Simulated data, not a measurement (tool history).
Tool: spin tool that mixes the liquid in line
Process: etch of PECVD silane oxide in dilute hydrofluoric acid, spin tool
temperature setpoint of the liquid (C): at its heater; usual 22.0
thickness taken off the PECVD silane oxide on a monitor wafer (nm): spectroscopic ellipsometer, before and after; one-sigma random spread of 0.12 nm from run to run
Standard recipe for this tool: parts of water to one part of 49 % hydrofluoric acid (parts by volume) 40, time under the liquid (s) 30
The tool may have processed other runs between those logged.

| run | hour | temperature setpoint of the liquid (C) | parts of water to one part of 49 % hydrofluoric acid (parts by volume) | time under the liquid (s) | wafers since the last listed run | hours since the thermometer was replaced | hours since the hydrofluoric acid flow meter was replaced | hours since the gauge calibration | read-back film thickness of the PECVD silane oxide reference wafer, read on the same gauge (nm) | thickness taken off the PECVD silane oxide on a monitor wafer (nm) |
|---|---|---|---|---|---|---|---|---|---|---|
| 1 | 0.0 | 22.0 | 40 | 30 | 0 | 347.2 | 768.6 | 892.1 | 140.01 | 29.66 |
| 2 | 50.4 | 22.0 | 40 | 30 | 745 | 397.6 | 819.0 | 942.5 | 139.99 | 29.51 |
|  | 181.2 | thermometer replaced |
| 3 | 223.4 | 22.0 | 40 | 30 | 2544 | 42.2 | 992.0 | 1115.5 | 140.00 | 29.64 |
| 4 | 275.3 | 22.0 | 40 | 30 | 767 | 94.1 | 1043.9 | 1167.4 | 139.98 | 29.85 |
| 5 | 328.0 | 22.0 | 40 | 30 | 779 | 146.8 | 1096.6 | 1220.1 | 140.04 | 29.74 |
| 6 | 370.8 | 19.0 | 40 | 30 | 633 | 189.6 | 1139.4 | 1262.9 | 139.98 | 26.04 |
| 7 | 405.9 | 19.0 | 40 | 30 | 519 | 224.7 | 1174.5 | 1298.0 | 140.00 | 26.27 |
| 8 | 470.2 | 22.0 | 40 | 30 | 951 | 289.0 | 1238.8 | 1362.3 | 139.97 | 29.86 |
| 9 | 500.7 | 22.0 | 40 | 30 | 451 | 319.5 | 1269.3 | 1392.8 | 139.98 | 29.95 |
| 10 | 557.9 | 22.0 | 40 | 30 | 846 | 376.7 | 1326.5 | 1450.0 | 140.01 | 29.74 |
| 11 | 590.0 | 20.5 | 40 | 30 | 474 | 408.8 | 1358.6 | 1482.1 | 140.00 | 28.18 |
|  | 629.4 | thermometer replaced |
| 12 | 658.8 | 22.0 | 45 | 30 | 1003 | 29.4 | 1427.4 | 1550.9 | 140.00 | 26.40 |
| 13 | 703.6 | 22.0 | 40 | 30 | 662 | 74.2 | 1472.2 | 1595.7 | 140.01 | 30.13 |
| 14 | 769.0 | 22.0 | 40 | 30 | 967 | 139.6 | 1537.6 | 1661.1 | 139.98 | 30.21 |
| 15 | 806.6 | 25.5 | 45 | 45 | 556 | 177.2 | 1575.2 | 1698.7 | 139.97 | 46.04 |
| 16 | 866.0 | 22.0 | 45 | 20 | 878 | 236.6 | 1634.6 | 1758.1 | 140.01 | 17.71 |
| 17 | 895.6 | 25.5 | 30 | 25 | 437 | 266.2 | 1664.2 | 1787.7 | 140.01 | 39.12 |
| 18 | 940.2 | 24.5 | 20 | 30 | 659 | 310.8 | 1708.8 | 1832.3 | 140.01 | 68.42 |
| 19 | 992.5 | 18.5 | 40 | 30 | 773 | 363.1 | 1761.1 | 1884.6 | 140.01 | 26.04 |
| 20 | 1022.1 | 22.0 | 40 | 30 | 437 | 392.7 | 1790.7 | 1914.2 | 139.99 | 30.26 |
| 21 | 1047.5 | 22.0 | 35 | 35 | 375 | 418.1 | 1816.1 | 1939.6 | 140.02 | 40.61 |
| 22 | 1116.6 | 22.0 | 30 | 15 | 1022 | 487.2 | 1885.2 | 2008.7 | 140.02 | 20.32 |
| 23 | 1158.5 | 17.0 | 40 | 30 | 619 | 529.1 | 1927.1 | 2050.6 | 139.99 | 24.36 |
|  | 1177.5 | thermometer replaced |
|  | 1183.7 | hydrofluoric acid flow meter replaced |
| 24 | 1209.7 | 22.0 | 40 | 30 | 727 | 32.2 | 26.0 | 2101.8 | 139.99 | 29.27 |
|  | 1239.0 | gauge calibrated |
| 25 | 1266.9 | 25.0 | 60 | 30 | 846 | 89.4 | 83.2 | 27.9 | 140.02 | 21.55 |
| 26 | 1337.4 | 20.5 | 45 | 15 | 1043 | 159.9 | 153.7 | 98.4 | 140.02 | 12.21 |
| 27 | 1384.0 | 22.0 | 40 | 20 | 689 | 206.5 | 200.3 | 145.0 | 139.99 | 19.39 |
| 28 | 1437.6 | 22.0 | 40 | 30 | 792 | 260.1 | 253.9 | 198.6 | 139.98 | 29.45 |
| 29 | 1502.5 | 22.0 | 50 | 40 | 960 | 325.0 | 318.8 | 263.5 | 140.02 | 30.79 |
| 30 | 1555.7 | 22.0 | 40 | 30 | 787 | 378.2 | 372.0 | 316.7 | 140.01 | 29.37 |
| 31 | 1603.9 | 22.0 | 40 | 30 | 713 | 426.4 | 420.2 | 364.9 | 139.97 | 29.49 |
| 32 | 1649.6 | 22.0 | 40 | 30 | 676 | 472.1 | 465.9 | 410.6 | 140.00 | 29.52 |
|  | 1665.3 | thermometer replaced |
| 33 | 1780.4 | 20.5 | 55 | 15 | 1920 | 115.1 | 596.7 | 541.4 | 140.02 | 9.90 |

4 ways to go on from here, each from the tool as it stands after run 33. What would each give?
| A | 1780.8 | 22.0 | 55 | 30 | 5 | 115.5 | 597.1 | 541.8 | ? | ? |
| B | 1780.8 | 23.5 | 40 | 30 | 5 | 115.5 | 597.1 | 541.8 | ? | ? |
| C | 1780.8 | 22.0 | 60 | 30 | 5 | 115.5 | 597.1 | 541.8 | ? | ? |
| D | 1780.8 | 20.5 | 35 | 50 | 5 | 115.5 | 597.1 | 541.8 | ? | ? |

| run | read-back film thickness of the PECVD silane oxide reference wafer, read on the same gauge (nm) | thickness taken off the PECVD silane oxide on a monitor wafer (nm) |
|---|---|---|
| A | 140.00 | 21.02 |
| B | 140.00 | 31.36 |
| C | 140.00 | 19.15 |
| D | 140.00 | 52.97 |
With no hidden state in the tool, these same runs would have given:
| run | thickness taken off the PECVD silane oxide on a monitor wafer (nm) |
|---|---|
| A | 20.79 |
| B | 31.03 |
| C | 18.94 |
| D | 52.40 |
